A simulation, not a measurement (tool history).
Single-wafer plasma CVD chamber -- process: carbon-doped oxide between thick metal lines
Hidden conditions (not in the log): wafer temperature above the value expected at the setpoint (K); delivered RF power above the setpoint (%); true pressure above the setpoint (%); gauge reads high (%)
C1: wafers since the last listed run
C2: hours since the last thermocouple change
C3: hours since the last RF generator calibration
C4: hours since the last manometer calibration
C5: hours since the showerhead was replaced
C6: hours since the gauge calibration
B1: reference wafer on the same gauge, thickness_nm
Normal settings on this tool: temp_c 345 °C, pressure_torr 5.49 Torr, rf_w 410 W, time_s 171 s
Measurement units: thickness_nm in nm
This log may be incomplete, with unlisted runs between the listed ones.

{"run": 1, "hour": 0.0, "temp_c": 345, "pressure_torr": 5.49, "rf_w": 410, "time_s": 171, "C1": 0, "C2": 1451.3, "C3": 395.7, "C4": 730.1, "C5": 3163.9, "C6": 930.3, "B1": 759.924, "thickness_nm": 753.138}
{"run": 2, "hour": 33.7, "temp_c": 349, "pressure_torr": 5.49, "rf_w": 410, "time_s": 171, "C1": 321, "C2": 1485.0, "C3": 429.4, "C4": 763.8, "C5": 3197.6, "C6": 964.0, "B1": 758.8, "thickness_nm": 744.612}
{"run": 3, "hour": 94.3, "temp_c": 349, "pressure_torr": 5.49, "rf_w": 410, "time_s": 171, "C1": 577, "C2": 1545.6, "C3": 490.0, "C4": 824.4, "C5": 3258.2, "C6": 1024.6, "B1": 759.843, "thickness_nm": 746.103}
{"run": 4, "hour": 125.2, "temp_c": 345, "pressure_torr": 5.49, "rf_w": 410, "time_s": 171, "C1": 294, "C2": 1576.5, "C3": 520.9, "C4": 855.3, "C5": 3289.1, "C6": 1055.5, "B1": 760.035, "thickness_nm": 754.909}
{"run": 5, "hour": 172.4, "temp_c": 345, "pressure_torr": 5.49, "rf_w": 410, "time_s": 171, "C1": 449, "C2": 1623.7, "C3": 568.1, "C4": 902.5, "C5": 3336.3, "C6": 1102.7, "B1": 760.023, "thickness_nm": 743.714}
{"run": 6, "hour": 236.8, "temp_c": 345, "pressure_torr": 5.49, "rf_w": 410, "time_s": 171, "C1": 613, "C2": 1688.1, "C3": 632.5, "C4": 966.9, "C5": 3400.7, "C6": 1167.1, "B1": 758.429, "thickness_nm": 759.474}
{"hour": 266.1, "done": "gauge calibrated"}
{"run": 7, "hour": 440.3, "temp_c": 345, "pressure_torr": 5.49, "rf_w": 410, "time_s": 171, "C1": 1939, "C2": 1891.6, "C3": 836.0, "C4": 1170.4, "C5": 3604.2, "C6": 174.2, "B1": 760.851, "thickness_nm": 752.819}
{"run": 8, "hour": 482.4, "temp_c": 345, "pressure_torr": 4.43, "rf_w": 410, "time_s": 171, "C1": 401, "C2": 1933.7, "C3": 878.1, "C4": 1212.5, "C5": 3646.3, "C6": 216.3, "B1": 759.376, "thickness_nm": 725.583}
{"run": 9, "hour": 541.6, "temp_c": 345, "pressure_torr": 4.43, "rf_w": 410, "time_s": 171, "C1": 564, "C2": 1992.9, "C3": 937.3, "C4": 1271.7, "C5": 3705.5, "C6": 275.5, "B1": 758.171, "thickness_nm": 727.268}
{"run": 10, "hour": 578.9, "temp_c": 345, "pressure_torr": 4.43, "rf_w": 410, "time_s": 171, "C1": 355, "C2": 2030.2, "C3": 974.6, "C4": 1309.0, "C5": 3742.8, "C6": 312.8, "B1": 760.215, "thickness_nm": 724.156}
{"run": 11, "hour": 631.5, "temp_c": 354, "pressure_torr": 5.49, "rf_w": 410, "time_s": 171, "C1": 501, "C2": 2082.8, "C3": 1027.2, "C4": 1361.6, "C5": 3795.4, "C6": 365.4, "B1": 758.158, "thickness_nm": 743.032}
{"hour": 683.0, "done": "capacitance manometer re-zeroed and calibrated"}
{"run": 12, "hour": 683.5, "temp_c": 345, "pressure_torr": 5.49, "rf_w": 385, "time_s": 171, "C1": 419, "C2": 2134.8, "C3": 1079.2, "C4": 0.5, "C5": 3847.4, "C6": 417.4, "B1": 757.989, "thickness_nm": 708.206}
{"run": 13, "hour": 746.3, "temp_c": 358, "pressure_torr": 6.08, "rf_w": 410, "time_s": 149, "C1": 598, "C2": 2197.6, "C3": 1142.0, "C4": 63.3, "C5": 3910.2, "C6": 480.2, "B1": 757.473, "thickness_nm": 638.854}
{"run": 14, "hour": 772.6, "temp_c": 345, "pressure_torr": 5.49, "rf_w": 370, "time_s": 171, "C1": 250, "C2": 2223.9, "C3": 1168.3, "C4": 89.6, "C5": 3936.5, "C6": 506.5, "B1": 758.772, "thickness_nm": 680.384}
{"run": 15, "hour": 805.2, "temp_c": 345, "pressure_torr": 5.88, "rf_w": 370, "time_s": 171, "C1": 310, "C2": 2256.5, "C3": 1200.9, "C4": 122.2, "C5": 3969.1, "C6": 539.1, "B1": 759.694, "thickness_nm": 686.385}
{"run": 16, "hour": 871.3, "temp_c": 345, "pressure_torr": 5.49, "rf_w": 410, "time_s": 171, "C1": 630, "C2": 2322.6, "C3": 1267.0, "C4": 188.3, "C5": 4035.2, "C6": 605.2, "B1": 757.624, "thickness_nm": 753.394}
{"hour": 948.7, "done": "showerhead replaced"}
{"run": 17, "hour": 949.2, "temp_c": 345, "pressure_torr": 4.59, "rf_w": 360, "time_s": 171, "C1": 666, "C2": 2400.5, "C3": 1344.9, "C4": 266.2, "C5": 0.5, "C6": 683.1, "B1": 758.924, "thickness_nm": 639.387}
{"run": 18, "hour": 998.0, "temp_c": 345, "pressure_torr": 4.2, "rf_w": 410, "time_s": 171, "C1": 465, "C2": 2449.3, "C3": 1393.7, "C4": 315.0, "C5": 49.3, "C6": 731.9, "B1": 758.375, "thickness_nm": 725.74}
{"hour": 1023.8, "done": "thermocouple changed; heater temperature recalibrated"}
{"run": 19, "hour": 1027.6, "temp_c": 338, "pressure_torr": 4.86, "rf_w": 360, "time_s": 154, "C1": 205, "C2": 3.8, "C3": 1423.3, "C4": 344.6, "C5": 78.9, "C6": 761.5, "B1": 759.381, "thickness_nm": 597.409}
{"hour": 1062.1, "done": "RF generator calibrated"}
{"run": 20, "hour": 1062.6, "temp_c": 345, "pressure_torr": 5.49, "rf_w": 410, "time_s": 171, "C1": 257, "C2": 38.8, "C3": 0.5, "C4": 379.6, "C5": 113.9, "C6": 796.5, "B1": 760.387, "thickness_nm": 755.749}
{"run": 21, "hour": 1104.2, "temp_c": 345, "pressure_torr": 5.49, "rf_w": 465, "time_s": 171, "C1": 396, "C2": 80.4, "C3": 42.1, "C4": 421.2, "C5": 155.5, "C6": 838.1, "B1": 758.113, "thickness_nm": 834.041}
{"run": 22, "hour": 1166.8, "temp_c": 345, "pressure_torr": 4.43, "rf_w": 410, "time_s": 171, "C1": 596, "C2": 143.0, "C3": 104.7, "C4": 483.8, "C5": 218.1, "C6": 900.7, "B1": 757.843, "thickness_nm": 722.948}
{"run": 23, "hour": 1215.3, "temp_c": 345, "pressure_torr": 5.49, "rf_w": 410, "time_s": 171, "C1": 462, "C2": 191.5, "C3": 153.2, "C4": 532.3, "C5": 266.6, "C6": 949.2, "B1": 759.432, "thickness_nm": 749.985}
{"run": 24, "hour": 1278.5, "temp_c": 345, "pressure_torr": 4.71, "rf_w": 360, "time_s": 171, "C1": 602, "C2": 254.7, "C3": 216.4, "C4": 595.5, "C5": 329.8, "C6": 1012.4, "B1": 758.422, "thickness_nm": 649.726}
{"run": 25, "hour": 1330.2, "temp_c": 345, "pressure_torr": 5.49, "rf_w": 455, "time_s": 144, "C1": 492, "C2": 306.4, "C3": 268.1, "C4": 647.2, "C5": 381.5, "C6": 1064.1, "B1": 759.127, "thickness_nm": 701.259}
{"run": 26, "hour": 1358.3, "temp_c": 358, "pressure_torr": 4.71, "rf_w": 410, "time_s": 171, "C1": 267, "C2": 334.5, "C3": 296.2, "C4": 675.3, "C5": 409.6, "C6": 1092.2, "B1": 759.074, "thickness_nm": 711.192}
{"run": 27, "hour": 1419.3, "temp_c": 345, "pressure_torr": 5.49, "rf_w": 410, "time_s": 159, "C1": 581, "C2": 395.5, "C3": 357.2, "C4": 736.3, "C5": 470.6, "C6": 1153.2, "B1": 759.14, "thickness_nm": 705.352}

Describe how what the log doesn't record of the tool's condition differs between the last listed run preceding each entry between runs and the first listed run following it.
After run 6, before run 7: gauge calibrated (hour 266.1)
  no hidden state differs between the two runs
After run 11, before run 12: capacitance manometer re-zeroed and calibrated (hour 683.0)
  no hidden state differs between the two runs
After run 16, before run 17: showerhead replaced (hour 948.7)
  no hidden state differs between the two runs
After run 18, before run 19: thermocouple changed; heater temperature recalibrated (hour 1023.8)
  no hidden state differs between the two runs
After run 19, before run 20: RF generator calibrated (hour 1062.1)
  no hidden state differs between the two runs
